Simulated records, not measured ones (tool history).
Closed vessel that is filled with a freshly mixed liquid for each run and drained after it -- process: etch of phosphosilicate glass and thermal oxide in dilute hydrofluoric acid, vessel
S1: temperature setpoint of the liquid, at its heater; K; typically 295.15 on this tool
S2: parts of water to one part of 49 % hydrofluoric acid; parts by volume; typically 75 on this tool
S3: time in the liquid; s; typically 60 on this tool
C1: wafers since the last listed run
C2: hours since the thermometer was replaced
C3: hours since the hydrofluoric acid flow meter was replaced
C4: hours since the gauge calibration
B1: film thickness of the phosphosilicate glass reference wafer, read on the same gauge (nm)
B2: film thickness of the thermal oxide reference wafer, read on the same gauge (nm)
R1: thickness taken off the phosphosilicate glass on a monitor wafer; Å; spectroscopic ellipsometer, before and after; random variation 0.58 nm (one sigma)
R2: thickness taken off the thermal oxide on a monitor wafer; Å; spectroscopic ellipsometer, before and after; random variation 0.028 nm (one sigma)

Run 1, hour 0.0: usual settings; C1 0; C2 524.5; C3 1169.2; C4 606.4; B1 69.99; B2 79.959. Result: R1 729.6 Å, R2 36.96 Å.
Run 2, hour 14.3: usual settings; C1 1863; C2 538.8; C3 1183.5; C4 620.7; B1 70.01; B2 79.994. Result: R1 744.8 Å, R2 37.10 Å.
Run 3, hour 27.0: usual settings; C1 1654; C2 551.5; C3 1196.2; C4 633.4; B1 70.03; B2 79.991. Result: R1 749.3 Å, R2 36.78 Å.
Run 4, hour 34.0: usual settings; C1 912; C2 558.5; C3 1203.2; C4 640.4; B1 69.98; B2 80.012. Result: R1 751.0 Å, R2 37.32 Å.
At hour 47.1: gauge calibrated.
Run 5, hour 49.6: usual settings; C1 2032; C2 574.1; C3 1218.8; C4 2.5; B1 70.00; B2 79.977. Result: R1 740.4 Å, R2 37.24 Å.
Run 6, hour 58.3: usual settings but S1 292.15 K, S2 40 parts by volume, S3 80 s; C1 1133; C2 582.8; C3 1227.5; C4 11.2; B1 70.00; B2 79.998. Result: R1 1721.6 Å, R2 85.42 Å.
Run 7, hour 64.9: usual settings; C1 860; C2 589.4; C3 1234.1; C4 17.8; B1 70.05; B2 80.005. Result: R1 742.9 Å, R2 37.49 Å.
At hour 74.5: hydrofluoric acid flow meter replaced.
Run 8, hour 81.1: usual settings but S1 292.15 K, S2 60 parts by volume, S3 30 s; C1 1980; C2 605.6; C3 6.6; C4 34.0; B1 70.01; B2 79.976. Result: R1 414.6 Å, R2 20.98 Å.
Run 9, hour 96.0: usual settings; C1 1941; C2 620.5; C3 21.5; C4 48.9; B1 69.99; B2 80.034. Result: R1 736.9 Å, R2 37.49 Å.
Run 10, hour 108.3: usual settings; C1 1602; C2 632.8; C3 33.8; C4 61.2; B1 70.03; B2 79.993. Result: R1 745.1 Å, R2 36.68 Å.
Run 11, hour 121.6: usual settings but S1 299.65 K, S2 65 parts by volume; C1 1733; C2 646.1; C3 47.1; C4 74.5; B1 70.01; B2 80.019. Result: R1 1032.4 Å, R2 52.05 Å.
Run 12, hour 134.6: usual settings but S1 300.15 K, S2 100 parts by volume, S3 35 s; C1 1694; C2 659.1; C3 60.1; C4 87.5; B1 70.03; B2 79.978. Result: R1 387.1 Å, R2 19.43 Å.
At hour 141.9: thermometer replaced.
Run 13, hour 151.6: usual settings but S2 55 parts by volume; C1 2084; C2 9.7; C3 77.1; C4 104.5; B1 70.04; B2 80.025. Result: R1 1038.3 Å, R2 51.67 Å.
Run 14, hour 165.9: usual settings; C1 1863; C2 24.0; C3 91.4; C4 118.8; B1 70.00; B2 80.006. Result: R1 744.3 Å, R2 36.78 Å.
Run 15, hour 172.1: usual settings but S3 85 s; C1 807; C2 30.2; C3 97.6; C4 125.0; B1 70.00; B2 79.989. Result: R1 1066.2 Å, R2 51.85 Å.
Run 16, hour 178.8: usual settings; C1 873; C2 36.9; C3 104.3; C4 131.7; B1 69.99; B2 79.996. Result: R1 742.5 Å, R2 36.90 Å.
Run 17, hour 188.8: usual settings but S1 292.15 K; C1 1303; C2 46.9; C3 114.3; C4 141.7; B1 69.98; B2 80.020. Result: R1 664.0 Å, R2 32.87 Å.
Run 18, hour 206.4: usual settings but S2 50 parts by volume; C1 2293; C2 64.5; C3 131.9; C4 159.3; B1 70.00; B2 79.976. Result: R1 1127.6 Å, R2 57.02 Å.
Run 19, hour 219.0: usual settings but S1 293.15 K, S2 50 parts by volume, S3 70 s; C1 1641; C2 77.1; C3 144.5; C4 171.9; B1 70.02; B2 79.997. Result: R1 1234.8 Å, R2 61.85 Å.
Run 20, hour 226.3: usual settings but S1 293.65 K, S2 45 parts by volume, S3 40 s; C1 951; C2 84.4; C3 151.8; C4 179.2; B1 70.01; B2 80.010. Result: R1 805.3 Å, R2 40.25 Å.
Run 21, hour 239.4: usual settings but S2 85 parts by volume; C1 1707; C2 97.5; C3 164.9; C4 192.3; B1 69.99; B2 80.005. Result: R1 644.7 Å, R2 32.23 Å.
Run 22, hour 252.1: usual settings but S1 290.65 K, S3 45 s; C1 1654; C2 110.2; C3 177.6; C4 205.0; B1 70.00; B2 80.025. Result: R1 463.8 Å, R2 22.85 Å.
Run 23, hour 288.0: usual settings but S1 299.65 K, S3 90 s; C1 4678; C2 146.1; C3 213.5; C4 240.9; B1 69.99; B2 80.043. Result: R1 1318.8 Å, R2 66.22 Å.
Run 24, hour 297.4: usual settings but S1 297.65 K, S2 110 parts by volume, S3 75 s; C1 1224; C2 155.5; C3 222.9; C4 250.3; B1 70.01; B2 79.989. Result: R1 668.9 Å, R2 33.85 Å.
Run 25, hour 307.7: usual settings but S3 30 s; C1 1342; C2 165.8; C3 233.2; C4 260.6; B1 69.98; B2 79.977. Result: R1 369.3 Å, R2 18.40 Å.
Run 26, hour 323.3: usual settings; C1 2032; C2 181.4; C3 248.8; C4 276.2; B1 70.00; B2 79.988. Result: R1 742.9 Å, R2 37.26 Å.
Run 27, hour 336.7: usual settings but S3 90 s; C1 1746; C2 194.8; C3 262.2; C4 289.6; B1 70.03; B2 80.006. Result: R1 1108.6 Å, R2 55.72 Å.

Run-by-run hidden state of the tool:
liquid hotter than its thermometer reads (K): 0 at every run
hydrofluoric acid flow below the setpoint (%): 0 at every run
gauge reads high (%): 0 at every run

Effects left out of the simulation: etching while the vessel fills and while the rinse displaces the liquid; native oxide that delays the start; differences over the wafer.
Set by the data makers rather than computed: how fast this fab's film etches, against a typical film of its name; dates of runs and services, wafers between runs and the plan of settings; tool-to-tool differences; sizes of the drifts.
